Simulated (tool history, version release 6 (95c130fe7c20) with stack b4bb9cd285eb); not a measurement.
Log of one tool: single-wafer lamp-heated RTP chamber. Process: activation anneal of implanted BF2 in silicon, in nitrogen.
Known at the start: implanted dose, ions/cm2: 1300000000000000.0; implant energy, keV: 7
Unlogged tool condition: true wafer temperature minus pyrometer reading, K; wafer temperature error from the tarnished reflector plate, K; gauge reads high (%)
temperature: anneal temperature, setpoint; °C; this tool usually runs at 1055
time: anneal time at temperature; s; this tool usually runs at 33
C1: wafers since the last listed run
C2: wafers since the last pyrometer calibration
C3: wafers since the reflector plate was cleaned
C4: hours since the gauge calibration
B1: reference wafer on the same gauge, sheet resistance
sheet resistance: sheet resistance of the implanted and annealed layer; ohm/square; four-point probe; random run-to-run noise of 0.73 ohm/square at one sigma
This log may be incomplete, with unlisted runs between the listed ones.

run 1 hour=0.0 | temperature=1055 time=24 | C1=0 C2=1990 C3=3574 C4=628.1 | B1=168.88 | sheet_resistance=146.13
run 2 hour=29.5 | temperature=1055 time=24 | C1=465 C2=2456 C3=4039 C4=657.6 | B1=168.95 | sheet_resistance=147.16
run 3 hour=55.0 | temperature=1055 time=33 | C1=402 C2=2858 C3=4442 C4=683.1 | B1=168.94 | sheet_resistance=138.82
run 4 hour=79.0 | temperature=1055 time=33 | C1=378 C2=3237 C3=4821 C4=707.1 | B1=169.33 | sheet_resistance=138.34
run 5 hour=91.1 | temperature=1064 time=33 | C1=190 C2=3428 C3=5012 C4=719.2 | B1=168.86 | sheet_resistance=128.85
run 6 hour=126.7 | temperature=1064 time=33 | C1=561 C2=3990 C3=5574 C4=754.8 | B1=169.05 | sheet_resistance=128.04
run 7 hour=145.6 | temperature=1055 time=33 | C1=298 C2=4288 C3=5872 C4=773.7 | B1=169.12 | sheet_resistance=138.80
run 8 hour=169.0 | temperature=1055 time=33 | C1=369 C2=4657 C3=6241 C4=797.1 | B1=169.13 | sheet_resistance=139.07
run 9 hour=195.7 | temperature=1055 time=33 | C1=421 C2=5079 C3=6663 C4=823.8 | B1=168.85 | sheet_resistance=138.65
run 10 hour=230.6 | temperature=1055 time=33 | C1=550 C2=5630 C3=7213 C4=858.7 | B1=169.19 | sheet_resistance=137.89
run 11 hour=246.9 | temperature=1055 time=33 | C1=257 C2=5887 C3=7471 C4=875.0 | B1=169.19 | sheet_resistance=138.70
run 12 hour=259.5 | temperature=1076 time=33 | C1=198 C2=6086 C3=7670 C4=887.6 | B1=168.97 | sheet_resistance=114.94
run 13 hour=284.8 | temperature=1076 time=33 | C1=399 C2=6485 C3=8069 C4=912.9 | B1=169.10 | sheet_resistance=114.03
run 14 hour=302.6 | temperature=1076 time=33 | C1=280 C2=6766 C3=8350 C4=930.7 | B1=168.93 | sheet_resistance=113.74
run 15 hour=347.8 | temperature=1055 time=44 | C1=713 C2=7479 C3=9063 C4=975.9 | B1=169.04 | sheet_resistance=129.94
-- hour=376.9 pyrometer window cleaned and pyrometer calibrated
run 16 hour=379.4 | temperature=1055 time=44 | C1=372 C2=38 C3=9436 C4=1007.5 | B1=168.93 | sheet_resistance=129.91
-- hour=405.4 gauge calibrated
run 17 hour=411.4 | temperature=1055 time=43 | C1=505 C2=544 C3=9941 C4=6.0 | B1=169.16 | sheet_resistance=129.45
run 18 hour=427.0 | temperature=1055 time=43 | C1=246 C2=790 C3=10187 C4=21.6 | B1=168.86 | sheet_resistance=130.64
run 19 hour=460.7 | temperature=1082 time=33 | C1=531 C2=1322 C3=10719 C4=55.3 | B1=169.04 | sheet_resistance=107.78
run 20 hour=493.0 | temperature=1055 time=33 | C1=509 C2=1831 C3=11229 C4=87.6 | B1=168.87 | sheet_resistance=137.81
run 21 hour=512.0 | temperature=1072 time=50 | C1=299 C2=2131 C3=11529 C4=106.6 | B1=169.15 | sheet_resistance=107.16
run 22 hour=539.5 | temperature=1040 time=19 | C1=434 C2=2565 C3=11963 C4=134.1 | B1=168.76 | sheet_resistance=165.48
run 23 hour=551.8 | temperature=1055 time=16 | C1=194 C2=2760 C3=12157 C4=146.4 | B1=168.95 | sheet_resistance=154.61
run 24 hour=583.2 | temperature=1055 time=33 | C1=495 C2=3255 C3=12652 C4=177.8 | B1=169.13 | sheet_resistance=136.68
-- hour=602.1 reflector plate cleaned
run 25 hour=602.6 | temperature=1074 time=33 | C1=179 C2=3435 C3=7 C4=197.2 | B1=168.88 | sheet_resistance=119.91
run 26 hour=622.6 | temperature=1055 time=20 | C1=315 C2=3751 C3=323 C4=217.2 | B1=169.38 | sheet_resistance=153.25
run 27 hour=644.7 | temperature=1080 time=15 | C1=348 C2=4100 C3=672 C4=239.3 | B1=169.11 | sheet_resistance=139.20
run 28 hour=672.0 | temperature=1036 time=33 | C1=430 C2=4530 C3=1103 C4=266.6 | B1=168.70 | sheet_resistance=155.61
run 29 hour=723.9 | temperature=1085 time=41 | C1=819 C2=5350 C3=1922 C4=318.5 | B1=169.33 | sheet_resistance=102.09
run 30 hour=755.4 | temperature=1074 time=21 | C1=497 C2=5847 C3=2419 C4=350.0 | B1=169.05 | sheet_resistance=132.25
run 31 hour=771.4 | temperature=1034 time=20 | C1=252 C2=6099 C3=2672 C4=366.0 | B1=169.14 | sheet_resistance=174.35
run 32 hour=799.8 | temperature=1043 time=16 | C1=448 C2=6548 C3=3120 C4=394.4 | B1=168.75 | sheet_resistance=170.25
run 33 hour=831.9 | temperature=1068 time=47 | C1=506 C2=7054 C3=3627 C4=426.5 | B1=169.04 | sheet_resistance=115.92

Run 34 has not been measured yet. What should we expect?
run 34 hour=851.0 | temperature=1084 time=52 | C1=301 C2=7356 C3=3928 C4=445.6 | B1=? | sheet_resistance=?

Run 34 measured B1 168.88, sheet resistance 98.19 ohm/square.
Minus the tool's unlogged condition, the same run would have read sheet resistance 98.94 ohm/square.
